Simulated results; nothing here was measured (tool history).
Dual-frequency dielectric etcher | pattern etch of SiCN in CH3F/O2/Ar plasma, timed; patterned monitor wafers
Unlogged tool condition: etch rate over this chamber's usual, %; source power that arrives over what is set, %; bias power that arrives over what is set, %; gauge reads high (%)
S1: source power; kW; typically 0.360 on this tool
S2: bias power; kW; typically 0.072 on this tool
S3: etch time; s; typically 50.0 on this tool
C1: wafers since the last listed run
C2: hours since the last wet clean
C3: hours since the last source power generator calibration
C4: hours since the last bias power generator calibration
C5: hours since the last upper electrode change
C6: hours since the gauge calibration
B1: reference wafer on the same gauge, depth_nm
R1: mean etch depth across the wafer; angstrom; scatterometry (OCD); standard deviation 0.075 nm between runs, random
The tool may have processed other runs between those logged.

Run 1, hour 0.0: usual settings; C1 0; C2 85.4; C3 3293.0; C4 1824.1; C5 4456.3; C6 1637.6; B1 15.17. Result: R1 166.6 angstrom.
Run 2, hour 81.8: usual settings; C1 1590; C2 167.2; C3 3374.8; C4 1905.9; C5 4538.1; C6 1719.4; B1 15.19. Result: R1 165.8 angstrom.
Run 3, hour 126.4: usual settings; C1 867; C2 211.8; C3 3419.4; C4 1950.5; C5 4582.7; C6 1764.0; B1 15.20. Result: R1 163.9 angstrom.
Run 4, hour 176.8: usual settings; C1 980; C2 262.2; C3 3469.8; C4 2000.9; C5 4633.1; C6 1814.4; B1 15.19. Result: R1 164.1 angstrom.
Run 5, hour 207.1: usual settings but S1 0.340 kW; C1 589; C2 292.5; C3 3500.1; C4 2031.2; C5 4663.4; C6 1844.7; B1 15.21. Result: R1 159.5 angstrom.
Run 6, hour 244.5: usual settings but S1 0.340 kW; C1 727; C2 329.9; C3 3537.5; C4 2068.6; C5 4700.8; C6 1882.1; B1 15.20. Result: R1 157.0 angstrom.
At hour 303.1: wet clean of the chamber.
Run 7, hour 304.4: usual settings but S1 0.340 kW; C1 698; C2 1.3; C3 3597.4; C4 2128.5; C5 4760.7; C6 1942.0; B1 15.19. Result: R1 163.8 angstrom.
Run 8, hour 357.9: usual settings; C1 1040; C2 54.8; C3 3650.9; C4 2182.0; C5 4814.2; C6 1995.5; B1 15.21. Result: R1 166.9 angstrom.
At hour 367.7: gauge calibrated.
Run 9, hour 386.0: usual settings but S1 0.400 kW, S2 0.064 kW, S3 62.0 s; C1 546; C2 82.9; C3 3679.0; C4 2210.1; C5 4842.3; C6 18.3; B1 15.19. Result: R1 208.2 angstrom.
Run 10, hour 432.9: usual settings but S1 0.410 kW, S2 0.055 kW; C1 911; C2 129.8; C3 3725.9; C4 2257.0; C5 4889.2; C6 65.2; B1 15.21. Result: R1 162.1 angstrom.
At hour 443.9: bias power generator calibrated.
Run 11, hour 470.8: usual settings but S1 0.300 kW, S2 0.078 kW, S3 62.5 s; C1 659; C2 167.7; C3 3763.8; C4 26.9; C5 4927.1; C6 103.1; B1 15.21. Result: R1 194.9 angstrom.
At hour 547.3: upper electrode replaced.
Run 12, hour 547.8: usual settings but S3 60.0 s; C1 1030; C2 244.7; C3 3840.8; C4 103.9; C5 0.5; C6 180.1; B1 15.20. Result: R1 196.2 angstrom.
Run 13, hour 588.9: usual settings but S1 0.450 kW, S3 39.0 s; C1 799; C2 285.8; C3 3881.9; C4 145.0; C5 41.6; C6 221.2; B1 15.21. Result: R1 140.8 angstrom.
Run 14, hour 632.4: usual settings but S1 0.320 kW, S2 0.084 kW, S3 43.5 s; C1 845; C2 329.3; C3 3925.4; C4 188.5; C5 85.1; C6 264.7; B1 15.24. Result: R1 139.5 angstrom.
Run 15, hour 687.7: usual settings; C1 1075; C2 384.6; C3 3980.7; C4 243.8; C5 140.4; C6 320.0; B1 15.19. Result: R1 160.4 angstrom.
Run 16, hour 749.5: usual settings; C1 1201; C2 446.4; C3 4042.5; C4 305.6; C5 202.2; C6 381.8; B1 15.17. Result: R1 158.9 angstrom.
Run 17, hour 788.0: usual settings; C1 748; C2 484.9; C3 4081.0; C4 344.1; C5 240.7; C6 420.3; B1 15.20. Result: R1 157.5 angstrom.
At hour 822.6: wet clean of the chamber.
Run 18, hour 832.3: usual settings but S1 0.420 kW, S2 0.063 kW, S3 59.5 s; C1 394; C2 9.7; C3 4125.3; C4 388.4; C5 285.0; C6 464.6; B1 15.18. Result: R1 208.8 angstrom.

Run 19, settings as shown, results not yet in. Your forecast:
At hour 851.2: source power generator calibrated.
Run 19, hour 886.7: usual settings; C1 980; C2 64.1; C3 35.5; C4 442.8; C5 339.4; C6 519.0; B1 ?. Result: R1 ?.

Run 19 measured B1 15.19, R1 169.6 angstrom.
Without the tool's hidden state the same run would have given R1 169.9 angstrom.
